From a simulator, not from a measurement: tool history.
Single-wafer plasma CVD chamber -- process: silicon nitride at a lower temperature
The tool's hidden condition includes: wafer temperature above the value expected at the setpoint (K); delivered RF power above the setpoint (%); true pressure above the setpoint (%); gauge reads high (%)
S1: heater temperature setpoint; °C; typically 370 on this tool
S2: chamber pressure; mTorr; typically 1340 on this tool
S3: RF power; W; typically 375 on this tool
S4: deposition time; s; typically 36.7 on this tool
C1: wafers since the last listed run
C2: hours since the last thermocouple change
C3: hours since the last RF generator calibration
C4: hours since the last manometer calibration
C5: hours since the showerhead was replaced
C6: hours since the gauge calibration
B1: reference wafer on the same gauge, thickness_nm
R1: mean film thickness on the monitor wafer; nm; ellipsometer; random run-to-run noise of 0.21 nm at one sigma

run,day,S1,S2,S3,S4,C1,C2,C3,C4,C5,C6,B1,R1
1,0,370,1340,375,36.7,0,1598.1,787.8,2187.3,5205.7,1268.2,40.272,44.478
2,1.525,370,1340,355,36.7,1084,1634.7,824.4,2223.9,5242.3,1304.8,40.197,43.063
# day 3.121: RF generator calibrated
3,3.142,370,1340,355,36.7,912,1673.5,0.5,2262.7,5281.1,1343.6,40.217,45.438
4,4.175,366,1510,410,34.2,734,1698.3,25.3,2287.5,5305.9,1368.4,40.171,48.278
# day 6.283: thermocouple changed; heater temperature recalibrated
5,6.75,357,1650,320,41.4,1593,11.2,87.1,2349.3,5367.7,1430.2,40.269,51.914
6,8.662,376,1210,310,31.7,1359,57.1,133,2395.2,5413.6,1476.1,40.227,33.949
7,11.267,370,1340,375,40.9,1851,119.6,195.5,2457.7,5476.1,1538.6,40.157,51.407
8,12.871,370,1340,375,36.7,1140,158.1,234,2496.2,5514.6,1577.1,40.176,45.628
# day 14.267: showerhead replaced
9,15.262,370,1340,375,36.7,1463,215.5,291.4,2553.6,23.9,1634.5,40.225,45.452
10,16.55,381,1500,375,40.5,915,246.4,322.3,2584.5,54.8,1665.4,40.145,52.583
11,19.321,370,1340,375,36.7,1970,312.9,388.8,2651,121.3,1731.9,40.276,45.497
# day 20.942: gauge calibrated
12,21.408,370,1340,375,36.7,1484,363,438.9,2701.1,171.4,11.2,40.201,45.568
13,23.192,355,1340,375,36.7,1268,405.8,481.7,2743.9,214.2,54,40.235,45.603
14,25.146,370,1340,375,36.7,1389,452.7,528.6,2790.8,261.1,100.9,40.214,45.368
# day 27.125: capacitance manometer re-zeroed and calibrated
15,27.433,363,1340,425,31.7,1389,507.6,583.5,7.4,316,155.8,40.185,41.267
16,29.333,370,1230,375,36.7,1350,553.2,629.1,53,361.6,201.4,40.186,42.876
17,32.104,370,1340,375,36.7,1970,619.7,695.6,119.5,428.1,267.9,40.226,44.527
18,34.388,370,1340,375,36.7,1623,674.5,750.4,174.3,482.9,322.7,40.195,43.988
19,35.796,370,1490,375,36.7,1001,708.3,784.2,208.1,516.7,356.5,40.21,46.036
20,38.521,370,1340,375,41.1,1937,773.7,849.6,273.5,582.1,421.9,40.201,49.038
21,40.708,382,1340,375,32,1555,826.2,902.1,326,634.6,474.4,40.112,38.285
# day 42.288: RF generator calibrated
22,43.346,370,1230,375,32,1638,889.5,25.4,389.3,697.9,537.7,40.201,38.626
23,44.954,370,1610,375,41.3,1143,928.1,64,427.9,736.5,576.3,40.175,55.471
24,47.721,370,1340,375,36.7,1967,994.5,130.4,494.3,802.9,642.7,40.19,45.313
25,49.608,364,1100,375,36.7,1342,1039.8,175.7,539.6,848.2,688,40.226,41.486
26,51.017,361,1340,375,29.9,1001,1073.6,209.5,573.4,882,721.8,40.179,36.89

Run 27 comes next. What will it give?
27,52.975,377,1340,375,29.5,1392,1120.6,256.5,620.4,929,768.8,?,?

Run 27 produced B1 40.133, R1 36.29 nm.
The same run, on a tool lacking any hidden state, would have yielded R1 37.342 nm.
